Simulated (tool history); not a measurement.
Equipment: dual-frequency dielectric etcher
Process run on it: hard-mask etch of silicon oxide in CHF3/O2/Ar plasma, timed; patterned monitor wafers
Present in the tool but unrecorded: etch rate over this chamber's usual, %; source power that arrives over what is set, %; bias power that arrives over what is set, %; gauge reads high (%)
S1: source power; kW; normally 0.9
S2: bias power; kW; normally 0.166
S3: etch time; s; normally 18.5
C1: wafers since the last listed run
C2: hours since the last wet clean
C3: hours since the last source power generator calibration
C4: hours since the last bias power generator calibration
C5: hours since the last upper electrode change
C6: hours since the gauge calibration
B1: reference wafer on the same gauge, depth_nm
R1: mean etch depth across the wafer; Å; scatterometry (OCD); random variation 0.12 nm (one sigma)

run   hour    S1     S2    S3   C1     C2      C3      C4      C5     C6     B1     R1
  1      0   0.9  0.166  18.5    0    325  4591.9  1273.5  2669.4  357.1  44.19  385.2
  2   24.9   0.9  0.166  18.5  370  349.9  4616.8  1298.4  2694.3    382  44.19  387.9
  3   58.8   0.9  0.166  18.5  504  383.8  4650.7  1332.3  2728.2  415.9  44.26    385
  4   74.8   0.9  0.166  18.5  237  399.8  4666.7  1348.3  2744.2  431.9  44.27  388.3
  5  108.4   0.9  0.166  18.5  499  433.4  4700.3  1381.9  2777.8  465.5   44.2    387
  6  129.1   0.9  0.199    16  307  454.1    4721  1402.6  2798.5  486.2  44.22  350.9
  7  158.7   0.9  0.166  15.5  440  483.7  4750.6  1432.2  2828.1  515.8   44.2  324.2
     186.7  -- wet clean of the chamber
  8  187.2   0.9  0.166  18.5   66    0.5  4779.1  1460.7  2856.6  544.3  44.15  391.8
     266.6  -- upper electrode replaced
  9  267.1   0.9  0.166  18.5  831   80.4    4859  1540.6     0.5  624.2  44.26  391.9
 10  277.7   0.9  0.179  18.5  157     91  4869.6  1551.2    11.1  634.8  44.15  399.9
 11    304   0.9  0.166  18.5  391  117.3  4895.9  1577.5    37.4  661.1   44.2  394.2
     320.5  -- source power generator calibrated
 12  333.1   0.9  0.166  23.5  373  146.4    12.6  1606.6    66.5  690.2  44.17  498.5
     376.6  -- wet clean of the chamber, repeated, since the last time left the tool worse
 13  377.1   0.9  0.166  18.5  297    0.5    56.6  1650.6   110.5  734.2  44.26  383.3
 14  388.2  0.98  0.205    21  165   11.6    67.7  1661.7   121.6  745.3  44.17  480.1
 15  409.1  0.72  0.166  18.5  310   32.5    88.6  1682.6   142.5  766.2  44.18  351.6
     420.3  -- bias power generator calibrated
 16  427.1   0.9  0.166    21  208   50.5   106.6     6.8   160.5  784.2  44.22  436.1
 17  451.9   0.9   0.15  18.5  368   75.3   131.4    31.6   185.3    809  44.26  374.9
 18  485.7   0.8  0.185    13  502  109.1   165.2    65.4   219.1  842.8  44.15    266
     507.8  -- gauge calibrated
 19  511.3   0.9  0.166  18.5  380  134.7   190.8      91   244.7    3.5  44.19  382.7
 20  534.5  0.72   0.15  14.5  344  157.9     214   114.2   267.9   26.7  44.16  269.1
 21  550.7   0.9  0.166  18.5  240  174.1   230.2   130.4   284.1   42.9  44.24  387.4
 22  574.2   0.9  0.196  18.5  349  197.6   253.7   153.9   307.6   66.4  44.19  403.7
 23    596   0.9  0.166  18.5  324  219.4   275.5   175.7   329.4   88.2  44.23  383.5
 24  635.1   0.9  0.207  18.5  581  258.5   314.6   214.8   368.5  127.3  44.23  410.4
 25  659.1  1.06  0.166  18.5  356  282.5   338.6   238.8   392.5  151.3  44.25  412.8
 26  676.6     1  0.178  22.5  260    300   356.1   256.3     410  168.8  44.22  498.5
 27  707.8   0.9  0.145  18.5  463  331.2   387.3   287.5   441.2    200  44.19  374.5
 28    724   0.9  0.166  18.5  240  347.4   403.5   303.7   457.4  216.2  44.16  387.2
 29    752  0.97  0.205  18.5  416  375.4   431.5   331.7   485.4  244.2  44.25    425

Measured less the same run without the tool's hidden state. The same run-to-run variation is in both; the gauge's scatter may not be:
run     R1
  1   +2.9
  2   +3.2
  3   +3.4
  4   +3.7
  5   +3.9
  6   +3.8
  7   +3.7
  8   +7.8
  9   +8.6
 10   +8.9
 11     +9
 12  +11.7
 13   +0.2
 14   +0.3
 15   +0.4
 16   +0.7
 17   +0.8
 18   +0.8
 19   +1.4
 20   +1.2
 21   +1.9
 22   +2.2
 23   +2.2
 24   +2.8
 25     +3
 26   +3.9
 27   +3.3
 28   +3.5
 29   +4.1
